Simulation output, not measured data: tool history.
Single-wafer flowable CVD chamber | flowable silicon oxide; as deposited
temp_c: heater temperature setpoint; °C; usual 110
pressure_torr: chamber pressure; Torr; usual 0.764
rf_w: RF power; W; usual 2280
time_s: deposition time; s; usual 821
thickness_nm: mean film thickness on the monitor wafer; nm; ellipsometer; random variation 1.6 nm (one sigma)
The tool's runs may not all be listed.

run    hour  temp_c  pressure_torr  rf_w  time_s  wafers since the last listed run  hours since the last thermocouple change  hours since the last RF generator calibration  hours since the last manometer calibration  hours since the showerhead was replaced  hours since the gauge calibration  read-back reference wafer on the same gauge, thickness_nm  thickness_nm
  1     0.0     110          0.764  2400     821                                 0                                     316.9                                         1825.2                                       825.1                                   4425.4                              605.0                                                    351.436       321.846
  2    60.4     110          0.764  2280     821                                89                                     377.3                                         1885.6                                       885.5                                   4485.8                              665.4                                                    351.202       320.054
  3   138.1     110          0.764  2280     821                               115                                     455.0                                         1963.3                                       963.2                                   4563.5                              743.1                                                    351.178       317.962
  4   197.9      99          0.764  2280     821                                88                                     514.8                                         2023.1                                      1023.0                                   4623.3                              802.9                                                    351.319       480.573
  5   284.7      99          0.764  2280     821                               129                                     601.6                                         2109.9                                      1109.8                                   4710.1                              889.7                                                    350.727       475.861
      297.6  -- capacitance manometer re-zeroed and calibrated
  6   351.0      99          0.764  2280     821                                86                                     667.9                                         2176.2                                        53.4                                   4776.4                              956.0                                                    351.030       487.554
  7   449.8     110          0.764  2280     821                               146                                     766.7                                         2275.0                                       152.2                                   4875.2                             1054.8                                                    350.513       324.524
  8   546.6     110          0.764  2280     821                               143                                     863.5                                         2371.8                                       249.0                                   4972.0                             1151.6                                                    350.691       323.819
      608.5  -- RF generator calibrated
  9   614.1     110          0.764  2280     821                                88                                     931.0                                            5.6                                       316.5                                   5039.5                             1219.1                                                    350.856       322.916
 10   715.8     110          0.764  2280     821                               151                                    1032.7                                          107.3                                       418.2                                   5141.2                             1320.8                                                    351.027       324.336
 11   782.4     110          0.764  2280     821                                99                                    1099.3                                          173.9                                       484.8                                   5207.8                             1387.4                                                    351.028       324.534
      874.0  -- showerhead replaced
 12   992.0     110          0.916  2280     868                               299                                    1308.9                                          383.5                                       694.4                                    118.0                             1597.0                                                    351.216       407.508
     1046.1  -- gauge calibrated
 13  1060.8     100          0.764  2560     821                               102                                    1377.7                                          452.3                                       763.2                                    186.8                               14.7                                                    350.575       473.140
 14  1104.0      96          0.681  2025     821                                64                                    1420.9                                          495.5                                       806.4                                    230.0                               57.9                                                    350.823       480.102
 15  1198.8     110          0.764  2280     821                               141                                    1515.7                                          590.3                                       901.2                                    324.8                              152.7                                                    350.381       319.998
 16  1253.4     110          0.764  1935     679                                81                                    1570.3                                          644.9                                       955.8                                    379.4                              207.3                                                    351.098       258.959
     1285.5  -- capacitance manometer re-zeroed and calibrated
 17  1318.3     110          0.764  2425     978                                84                                    1635.2                                          709.8                                        32.8                                    444.3                              272.2                                                    351.144       385.748
     1344.4  -- thermocouple changed; heater temperature recalibrated
 18  1375.5     122          0.655  2455     682                                73                                      31.1                                          767.0                                        90.0                                    501.5                              329.4                                                    350.914       152.908
 19  1479.9     110          0.764  2280     821                               155                                     135.5                                          871.4                                       194.4                                    605.9                              433.8                                                    350.875       324.330
 20  1581.9     110          0.764  2280     821                               151                                     237.5                                          973.4                                       296.4                                    707.9                              535.8                                                    350.809       321.769
 21  1668.9     110          0.764  2280     821                               129                                     324.5                                         1060.4                                       383.4                                    794.9                              622.8                                                    351.196       326.478
 22  1875.5     102          0.584  1940     933                               307                                     531.1                                         1267.0                                       590.0                                   1001.5                              829.4                                                    351.228       372.291

4 ways to go on from here, each from the tool as it stands after run 22. What would each give?
  A  1876.1     110          0.764  2280     821                                 0                                     531.7                                         1267.6                                       590.6                                   1002.1                              830.0                                                          ?             ?
  B  1876.1     115          0.764  2280     741                                 0                                     531.7                                         1267.6                                       590.6                                   1002.1                              830.0                                                          ?             ?
  C  1876.1     110          0.877  1845     821                                 0                                     531.7                                         1267.6                                       590.6                                   1002.1                              830.0                                                          ?             ?
  D  1876.1     115          0.764  2280     821                                 0                                     531.7                                         1267.6                                       590.6                                   1002.1                              830.0                                                          ?             ?

run  read-back reference wafer on the same gauge, thickness_nm  thickness_nm
  A                                                    350.871       320.408
  B                                                    350.871       242.105
  C                                                    350.871       359.028
  D                                                    350.871       268.243
Without the tool's hidden state the same runs would have given:
run  thickness_nm
  A       324.225
  B       244.989
  C       363.180
  D       271.439
